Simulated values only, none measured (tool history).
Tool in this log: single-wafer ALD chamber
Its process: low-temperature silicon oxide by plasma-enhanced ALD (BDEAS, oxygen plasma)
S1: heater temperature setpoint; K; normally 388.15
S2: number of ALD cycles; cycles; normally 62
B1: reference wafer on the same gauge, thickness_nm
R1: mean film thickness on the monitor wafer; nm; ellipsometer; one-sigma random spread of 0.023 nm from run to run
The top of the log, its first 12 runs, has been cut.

{"run": 13, "hour": 862.7, "S1": 388.15, "S2": 62, "B1": 8.672, "R1": 9.429}
{"run": 14, "hour": 900.7, "S1": 388.15, "S2": 62, "B1": 8.672, "R1": 9.414}
{"run": 15, "hour": 969.4, "S1": 388.15, "S2": 62, "B1": 8.672, "R1": 9.43}
{"hour": 1003.6, "done": "thermocouple changed; heater temperature recalibrated"}
{"run": 16, "hour": 1028.1, "S1": 401.15, "S2": 58, "B1": 8.671, "R1": 8.586}
{"run": 17, "hour": 1080.2, "S1": 382.15, "S2": 71, "B1": 8.674, "R1": 10.827}
{"run": 18, "hour": 1119.0, "S1": 388.15, "S2": 62, "B1": 8.668, "R1": 9.401}
{"run": 19, "hour": 1151.6, "S1": 403.15, "S2": 58, "B1": 8.675, "R1": 8.517}
{"run": 20, "hour": 1216.5, "S1": 388.15, "S2": 62, "B1": 8.669, "R1": 9.369}
{"hour": 1236.4, "done": "gauge calibrated"}
{"run": 21, "hour": 1244.5, "S1": 388.15, "S2": 66, "B1": 8.669, "R1": 9.946}
{"run": 22, "hour": 1274.9, "S1": 394.15, "S2": 67, "B1": 8.667, "R1": 10.001}
{"run": 23, "hour": 1337.3, "S1": 385.15, "S2": 62, "B1": 8.668, "R1": 9.418}
{"run": 24, "hour": 1379.5, "S1": 385.15, "S2": 62, "B1": 8.676, "R1": 9.418}
{"run": 25, "hour": 1436.7, "S1": 382.15, "S2": 72, "B1": 8.672, "R1": 10.951}
{"run": 26, "hour": 1474.8, "S1": 401.15, "S2": 66, "B1": 8.674, "R1": 9.734}
{"run": 27, "hour": 1539.1, "S1": 375.15, "S2": 69, "B1": 8.669, "R1": 10.604}
{"run": 28, "hour": 1568.6, "S1": 388.15, "S2": 62, "B1": 8.669, "R1": 9.363}
{"run": 29, "hour": 1594.6, "S1": 395.15, "S2": 66, "B1": 8.672, "R1": 9.857}
{"run": 30, "hour": 1650.4, "S1": 397.15, "S2": 70, "B1": 8.675, "R1": 10.432}
{"run": 31, "hour": 1697.9, "S1": 398.15, "S2": 73, "B1": 8.664, "R1": 10.839}

4 options for the next run, each taken on its own from the tool as it stands now. Forecast them:
{"run": "A", "hour": 1698.4, "S1": 388.15, "S2": 67, "B1": "?", "R1": "?"}
{"run": "B", "hour": 1698.4, "S1": 401.15, "S2": 71, "B1": "?", "R1": "?"}
{"run": "C", "hour": 1698.4, "S1": 394.15, "S2": 51, "B1": "?", "R1": "?"}
{"run": "D", "hour": 1698.4, "S1": 401.15, "S2": 52, "B1": "?", "R1": "?"}

run=A B1=8.669 R1=10.146
run=B B1=8.669 R1=10.525
run=C B1=8.669 R1=7.648
run=D B1=8.669 R1=7.709
With the hidden condition removed and each run's random variation left untouched, the same runs would have given:
run=A R1=10.090
run=B R1=10.465
run=C R1=7.605
run=D R1=7.665
